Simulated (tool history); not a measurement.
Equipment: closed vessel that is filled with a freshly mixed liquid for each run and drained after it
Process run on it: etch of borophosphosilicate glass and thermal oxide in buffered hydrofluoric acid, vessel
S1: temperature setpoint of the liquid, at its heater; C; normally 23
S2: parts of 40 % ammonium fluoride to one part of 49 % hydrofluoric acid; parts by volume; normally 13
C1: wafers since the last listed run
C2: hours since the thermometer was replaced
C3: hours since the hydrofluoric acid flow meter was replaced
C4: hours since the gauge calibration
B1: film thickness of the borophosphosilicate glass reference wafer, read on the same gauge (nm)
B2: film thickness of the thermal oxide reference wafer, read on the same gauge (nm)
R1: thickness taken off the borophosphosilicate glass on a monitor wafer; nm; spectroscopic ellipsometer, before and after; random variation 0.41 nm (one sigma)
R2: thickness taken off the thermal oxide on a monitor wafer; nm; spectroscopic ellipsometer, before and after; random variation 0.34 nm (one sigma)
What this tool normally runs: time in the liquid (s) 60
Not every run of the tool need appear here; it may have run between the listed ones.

{"run": 1, "hour": 0.0, "S1": 23, "S2": 13, "time in the liquid (s)": 60, "C1": 0, "C2": 1354.1, "C3": 1836.3, "C4": 251, "B1": 110, "B2": 60.03, "R1": 123.32, "R2": 54.12}
{"run": 2, "hour": 46.1, "S1": 23, "S2": 13, "time in the liquid (s)": 60, "C1": 6935, "C2": 1400.2, "C3": 1882.4, "C4": 297.1, "B1": 109.96, "B2": 60.01, "R1": 124, "R2": 53.84}
{"run": 3, "hour": 116.4, "S1": 23, "S2": 13, "time in the liquid (s)": 60, "C1": 10576, "C2": 1470.5, "C3": 1952.7, "C4": 367.4, "B1": 109.98, "B2": 60.01, "R1": 123.67, "R2": 53.74}
{"run": 4, "hour": 147.3, "S1": 23, "S2": 13, "time in the liquid (s)": 60, "C1": 4649, "C2": 1501.4, "C3": 1983.6, "C4": 398.3, "B1": 109.97, "B2": 60, "R1": 124.05, "R2": 54.29}
{"run": 5, "hour": 198.2, "S1": 23, "S2": 13, "time in the liquid (s)": 35, "C1": 7658, "C2": 1552.3, "C3": 2034.5, "C4": 449.2, "B1": 109.98, "B2": 59.99, "R1": 72.19, "R2": 31.2}
{"run": 6, "hour": 231.5, "S1": 23, "S2": 13, "time in the liquid (s)": 60, "C1": 5010, "C2": 1585.6, "C3": 2067.8, "C4": 482.5, "B1": 109.98, "B2": 60.01, "R1": 123.16, "R2": 53.56}
{"run": 7, "hour": 286.6, "S1": 27, "S2": 10.5, "time in the liquid (s)": 60, "C1": 8290, "C2": 1640.7, "C3": 2122.9, "C4": 537.6, "B1": 110.04, "B2": 59.97, "R1": 188.98, "R2": 82.47}
{"run": 8, "hour": 338.5, "S1": 27, "S2": 10.5, "time in the liquid (s)": 60, "C1": 7808, "C2": 1692.6, "C3": 2174.8, "C4": 589.5, "B1": 109.95, "B2": 59.97, "R1": 188.03, "R2": 82.22}
{"run": 9, "hour": 366.1, "S1": 27, "S2": 10.5, "time in the liquid (s)": 60, "C1": 4152, "C2": 1720.2, "C3": 2202.4, "C4": 617.1, "B1": 110.02, "B2": 60.03, "R1": 187.23, "R2": 83.03}
{"run": 10, "hour": 467.1, "S1": 23, "S2": 10, "time in the liquid (s)": 60, "C1": 15195, "C2": 1821.2, "C3": 2303.4, "C4": 718.1, "B1": 109.96, "B2": 60.02, "R1": 157.35, "R2": 68.2}
{"hour": 489.4, "done": "hydrofluoric acid flow meter replaced"}
{"run": 11, "hour": 534.9, "S1": 23, "S2": 10, "time in the liquid (s)": 60, "C1": 10050, "C2": 1889, "C3": 45.5, "C4": 785.9, "B1": 110, "B2": 60, "R1": 152.66, "R2": 66.57}
{"run": 12, "hour": 578.8, "S1": 23, "S2": 10, "time in the liquid (s)": 60, "C1": 6604, "C2": 1932.9, "C3": 89.4, "C4": 829.8, "B1": 109.99, "B2": 60.02, "R1": 152.01, "R2": 66.48}
{"run": 13, "hour": 647.8, "S1": 23, "S2": 13, "time in the liquid (s)": 60, "C1": 10381, "C2": 2001.9, "C3": 158.4, "C4": 898.8, "B1": 110.05, "B2": 60.01, "R1": 117.49, "R2": 51.18}
{"hour": 676.8, "done": "gauge calibrated"}
{"run": 14, "hour": 690.9, "S1": 23, "S2": 16.5, "time in the liquid (s)": 60, "C1": 6484, "C2": 2045, "C3": 201.5, "C4": 14.1, "B1": 110.02, "B2": 60.05, "R1": 93.2, "R2": 40.34}
{"run": 15, "hour": 720.1, "S1": 21, "S2": 15.5, "time in the liquid (s)": 60, "C1": 4393, "C2": 2074.2, "C3": 230.7, "C4": 43.3, "B1": 109.97, "B2": 60, "R1": 88.77, "R2": 38.74}
{"hour": 739.4, "done": "thermometer replaced"}
{"run": 16, "hour": 763.2, "S1": 23, "S2": 13, "time in the liquid (s)": 60, "C1": 6334, "C2": 23.8, "C3": 273.8, "C4": 86.4, "B1": 110, "B2": 60.01, "R1": 122.93, "R2": 53.68}
{"run": 17, "hour": 810.6, "S1": 23, "S2": 13, "time in the liquid (s)": 50, "C1": 7131, "C2": 71.2, "C3": 321.2, "C4": 133.8, "B1": 109.99, "B2": 60.01, "R1": 102.8, "R2": 44.31}
{"run": 18, "hour": 847.8, "S1": 18.5, "S2": 13, "time in the liquid (s)": 60, "C1": 5596, "C2": 108.4, "C3": 358.4, "C4": 171, "B1": 110, "B2": 59.98, "R1": 96.31, "R2": 41.15}
{"run": 19, "hour": 894.0, "S1": 18, "S2": 13, "time in the liquid (s)": 60, "C1": 6950, "C2": 154.6, "C3": 404.6, "C4": 217.2, "B1": 110.01, "B2": 60.01, "R1": 93.6, "R2": 40.55}
{"run": 20, "hour": 930.1, "S1": 19.5, "S2": 13, "time in the liquid (s)": 85, "C1": 5431, "C2": 190.7, "C3": 440.7, "C4": 253.3, "B1": 109.99, "B2": 60, "R1": 144.53, "R2": 62.92}
{"run": 21, "hour": 956.7, "S1": 23, "S2": 13, "time in the liquid (s)": 60, "C1": 4002, "C2": 217.3, "C3": 467.3, "C4": 279.9, "B1": 110.01, "B2": 59.99, "R1": 123.38, "R2": 53.68}
{"run": 22, "hour": 994.5, "S1": 23, "S2": 17.5, "time in the liquid (s)": 60, "C1": 5687, "C2": 255.1, "C3": 505.1, "C4": 317.7, "B1": 110, "B2": 59.97, "R1": 92.03, "R2": 39.9}

What does the tool deliver on the next run?
{"run": 23, "hour": 1041.3, "S1": 23, "S2": 11, "time in the liquid (s)": 60, "C1": 7041, "C2": 301.9, "C3": 551.9, "C4": 364.5, "B1": "?", "B2": "?", "R1": "?", "R2": "?"}

Run 23 measured B1 110, B2 60.04, R1 144.63 nm, R2 62.45 nm.
Minus the tool's unlogged condition, the same run would have read R1 142.44 nm, R2 61.52 nm.

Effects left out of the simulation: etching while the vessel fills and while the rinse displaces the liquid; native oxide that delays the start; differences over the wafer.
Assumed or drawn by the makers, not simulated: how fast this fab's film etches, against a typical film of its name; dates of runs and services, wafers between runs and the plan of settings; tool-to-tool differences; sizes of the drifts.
